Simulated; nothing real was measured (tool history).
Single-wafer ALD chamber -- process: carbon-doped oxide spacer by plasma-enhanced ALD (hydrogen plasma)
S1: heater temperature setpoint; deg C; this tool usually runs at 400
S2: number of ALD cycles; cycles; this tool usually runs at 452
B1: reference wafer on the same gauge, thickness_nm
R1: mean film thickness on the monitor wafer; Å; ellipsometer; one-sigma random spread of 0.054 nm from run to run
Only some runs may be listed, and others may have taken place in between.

{"run": 1, "hour": 0.0, "S1": 400, "S2": 452, "B1": 24.085, "R1": 215.26}
{"run": 2, "hour": 16.4, "S1": 400, "S2": 452, "B1": 24.103, "R1": 215.31}
{"run": 3, "hour": 52.3, "S1": 400, "S2": 452, "B1": 24.092, "R1": 215.91}
{"run": 4, "hour": 82.0, "S1": 411, "S2": 505, "B1": 24.119, "R1": 234.53}
{"run": 5, "hour": 97.6, "S1": 411, "S2": 505, "B1": 24.081, "R1": 234.72}
{"run": 6, "hour": 127.0, "S1": 411, "S2": 505, "B1": 24.091, "R1": 234.71}
{"run": 7, "hour": 142.2, "S1": 391, "S2": 399, "B1": 24.095, "R1": 191.21}
{"run": 8, "hour": 175.1, "S1": 400, "S2": 452, "B1": 24.108, "R1": 215.74}
{"run": 9, "hour": 220.4, "S1": 400, "S2": 452, "B1": 24.107, "R1": 216.57}
{"run": 10, "hour": 245.9, "S1": 400, "S2": 452, "B1": 24.109, "R1": 215.65}
{"run": 11, "hour": 267.1, "S1": 393, "S2": 514, "B1": 24.097, "R1": 245.29}
{"run": 12, "hour": 281.6, "S1": 393, "S2": 514, "B1": 24.089, "R1": 244.49}
{"run": 13, "hour": 297.4, "S1": 400, "S2": 452, "B1": 24.109, "R1": 215.59}
{"run": 14, "hour": 313.3, "S1": 400, "S2": 452, "B1": 24.093, "R1": 215.97}
{"run": 15, "hour": 345.6, "S1": 400, "S2": 452, "B1": 24.09, "R1": 214.82}
{"run": 16, "hour": 379.0, "S1": 400, "S2": 452, "B1": 24.124, "R1": 215.5}
{"run": 17, "hour": 400.7, "S1": 400, "S2": 452, "B1": 24.125, "R1": 214.88}
{"run": 18, "hour": 432.0, "S1": 400, "S2": 452, "B1": 24.116, "R1": 215.15}
{"run": 19, "hour": 453.1, "S1": 400, "S2": 452, "B1": 24.133, "R1": 216.63}
{"run": 20, "hour": 482.8, "S1": 397, "S2": 430, "B1": 24.096, "R1": 205.79}
{"run": 21, "hour": 513.2, "S1": 400, "S2": 452, "B1": 24.094, "R1": 216.66}
{"run": 22, "hour": 537.2, "S1": 400, "S2": 452, "B1": 24.099, "R1": 216.77}
{"run": 23, "hour": 567.7, "S1": 400, "S2": 452, "B1": 24.1, "R1": 216.31}
{"hour": 590.3, "done": "thermocouple changed; heater temperature recalibrated"}
{"run": 24, "hour": 590.8, "S1": 400, "S2": 452, "B1": 24.102, "R1": 215.86}
{"hour": 598.0, "done": "gauge calibrated"}
{"run": 25, "hour": 600.5, "S1": 388, "S2": 416, "B1": 24.129, "R1": 199.04}
{"run": 26, "hour": 632.5, "S1": 400, "S2": 452, "B1": 24.094, "R1": 215.43}
{"run": 27, "hour": 707.6, "S1": 400, "S2": 416, "B1": 24.089, "R1": 199.87}
{"run": 28, "hour": 736.1, "S1": 400, "S2": 422, "B1": 24.094, "R1": 201.68}
{"run": 29, "hour": 756.0, "S1": 410, "S2": 475, "B1": 24.108, "R1": 220.8}
{"run": 30, "hour": 787.2, "S1": 413, "S2": 380, "B1": 24.1, "R1": 174.45}
{"run": 31, "hour": 818.0, "S1": 396, "S2": 511, "B1": 24.097, "R1": 244.44}
{"run": 32, "hour": 890.9, "S1": 400, "S2": 452, "B1": 24.119, "R1": 215.77}
{"run": 33, "hour": 911.0, "S1": 400, "S2": 452, "B1": 24.1, "R1": 215.29}
{"run": 34, "hour": 924.2, "S1": 385, "S2": 452, "B1": 24.103, "R1": 216.56}
{"run": 35, "hour": 949.1, "S1": 400, "S2": 452, "B1": 24.098, "R1": 216.96}
{"run": 36, "hour": 984.5, "S1": 394, "S2": 452, "B1": 24.114, "R1": 215.6}
{"run": 37, "hour": 1008.1, "S1": 394, "S2": 537, "B1": 24.097, "R1": 256.02}
{"run": 38, "hour": 1021.7, "S1": 400, "S2": 389, "B1": 24.101, "R1": 186.01}
{"run": 39, "hour": 1093.2, "S1": 396, "S2": 452, "B1": 24.088, "R1": 215.36}
{"run": 40, "hour": 1106.5, "S1": 410, "S2": 506, "B1": 24.118, "R1": 235.44}
{"run": 41, "hour": 1134.2, "S1": 390, "S2": 526, "B1": 24.122, "R1": 251.41}
{"run": 42, "hour": 1147.7, "S1": 400, "S2": 452, "B1": 24.107, "R1": 215.65}
{"run": 43, "hour": 1179.1, "S1": 396, "S2": 539, "B1": 24.097, "R1": 256.73}
{"run": 44, "hour": 1199.3, "S1": 408, "S2": 509, "B1": 24.112, "R1": 237.63}
{"run": 45, "hour": 1216.0, "S1": 400, "S2": 377, "B1": 24.091, "R1": 180.15}
{"run": 46, "hour": 1246.3, "S1": 400, "S2": 425, "B1": 24.114, "R1": 203.2}

Run 47 has not been measured yet. What should we expect?
{"run": 47, "hour": 1281.2, "S1": 392, "S2": 498, "B1": "?", "R1": "?"}

{"run 47": {"B1": 24.092, "R1": 238.4}}
Minus the tool's unlogged condition, the same run would have read R1 238.40 Å.

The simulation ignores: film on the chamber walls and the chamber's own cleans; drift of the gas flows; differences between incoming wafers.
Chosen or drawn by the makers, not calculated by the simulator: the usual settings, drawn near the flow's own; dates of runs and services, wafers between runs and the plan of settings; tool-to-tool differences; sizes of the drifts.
